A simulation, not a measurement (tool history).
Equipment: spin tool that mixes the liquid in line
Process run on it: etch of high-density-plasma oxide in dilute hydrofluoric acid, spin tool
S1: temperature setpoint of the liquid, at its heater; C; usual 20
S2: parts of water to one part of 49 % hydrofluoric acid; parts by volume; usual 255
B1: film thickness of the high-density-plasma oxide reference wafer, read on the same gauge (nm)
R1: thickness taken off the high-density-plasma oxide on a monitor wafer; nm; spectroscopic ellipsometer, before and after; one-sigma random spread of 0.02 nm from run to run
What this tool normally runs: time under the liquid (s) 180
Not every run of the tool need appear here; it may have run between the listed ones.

run 1 hour=0 | S1=20 S2=255 time_under_the_liquid_(s)=135 | B1=140 | R1=2.957
run 2 hour=91.2 | S1=20 S2=255 time_under_the_liquid_(s)=135 | B1=140.021 | R1=2.938
run 3 hour=178.7 | S1=20 S2=295 time_under_the_liquid_(s)=235 | B1=140.021 | R1=4.291
run 4 hour=262.6 | S1=20 S2=295 time_under_the_liquid_(s)=235 | B1=139.992 | R1=4.265
run 5 hour=302.4 | S1=20 S2=255 time_under_the_liquid_(s)=180 | B1=139.978 | R1=3.946
run 6 hour=391.3 | S1=20 S2=255 time_under_the_liquid_(s)=180 | B1=140.012 | R1=3.923
run 7 hour=456.7 | S1=20 S2=255 time_under_the_liquid_(s)=180 | B1=140.012 | R1=3.979
run 8 hour=514.9 | S1=20 S2=255 time_under_the_liquid_(s)=180 | B1=140.014 | R1=3.926
run 9 hour=589.3 | S1=20 S2=255 time_under_the_liquid_(s)=180 | B1=139.979 | R1=3.933
run 10 hour=652.3 | S1=20 S2=255 time_under_the_liquid_(s)=180 | B1=140.011 | R1=3.965
run 11 hour=811.3 | S1=20 S2=200 time_under_the_liquid_(s)=180 | B1=139.987 | R1=5.234
run 12 hour=857.1 | S1=24 S2=195 time_under_the_liquid_(s)=115 | B1=139.996 | R1=4.094
run 13 hour=921.6 | S1=20 S2=255 time_under_the_liquid_(s)=180 | B1=140 | R1=3.94
run 14 hour=1013.8 | S1=20 S2=255 time_under_the_liquid_(s)=180 | B1=140.032 | R1=3.939
run 15 hour=1122 | S1=21.5 S2=255 time_under_the_liquid_(s)=180 | B1=140.002 | R1=4.133
run 16 hour=1229.6 | S1=18 S2=170 time_under_the_liquid_(s)=290 | B1=140.029 | R1=9.51
run 17 hour=1288 | S1=23.5 S2=255 time_under_the_liquid_(s)=180 | B1=140.002 | R1=4.517
run 18 hour=1389 | S1=20 S2=355 time_under_the_liquid_(s)=80 | B1=139.979 | R1=1.14
run 19 hour=1480.1 | S1=20 S2=255 time_under_the_liquid_(s)=180 | B1=139.975 | R1=3.938
run 20 hour=1538.1 | S1=18.5 S2=195 time_under_the_liquid_(s)=95 | B1=140.004 | R1=2.737
run 21 hour=1608.2 | S1=17 S2=335 time_under_the_liquid_(s)=100 | B1=139.982 | R1=1.382
run 22 hour=1673.6 | S1=20 S2=330 time_under_the_liquid_(s)=275 | B1=140.012 | R1=4.331
run 23 hour=1725.5 | S1=18 S2=255 time_under_the_liquid_(s)=180 | B1=140.001 | R1=3.671
run 24 hour=1772.1 | S1=24 S2=150 time_under_the_liquid_(s)=180 | B1=139.994 | R1=8.708
run 25 hour=1878.6 | S1=17.5 S2=340 time_under_the_liquid_(s)=240 | B1=139.998 | R1=3.317
run 26 hour=1935 | S1=18 S2=255 time_under_the_liquid_(s)=120 | B1=139.999 | R1=2.459
run 27 hour=2018 | S1=20 S2=140 time_under_the_liquid_(s)=215 | B1=139.993 | R1=9.64
run 28 hour=2112.2 | S1=23.5 S2=255 time_under_the_liquid_(s)=265 | B1=139.996 | R1=6.624
run 29 hour=2208 | S1=21.5 S2=180 time_under_the_liquid_(s)=135 | B1=140.029 | R1=4.761
run 30 hour=2309.6 | S1=25 S2=145 time_under_the_liquid_(s)=130 | B1=139.983 | R1=6.733

Withheld: 7 entries from between the runs. Position of each, and hidden state at the listed run before versus the listed run after:
In the gap between runs 2 and 3: hydrofluoric acid flow meter replaced (hour 123.4)
  the hidden state is the same at both runs
In the gap between runs 6 and 7: gauge calibrated (hour 420.8)
  the hidden state is the same at both runs
In the gap between runs 9 and 10: thermometer replaced (hour 641.7)
  the hidden state is the same at both runs
In the gap between runs 10 and 11: hydrofluoric acid flow meter replaced (hour 770.9)
  the hidden state is the same at both runs
In the gap between runs 17 and 18: hydrofluoric acid flow meter replaced (hour 1356.8)
  the hidden state is the same at both runs
In the gap between runs 20 and 21: thermometer replaced (hour 1584.1)
  the hidden state is the same at both runs
In the gap between runs 27 and 28: hydrofluoric acid flow meter replaced (hour 2036.1)
  the hidden state is the same at both runs
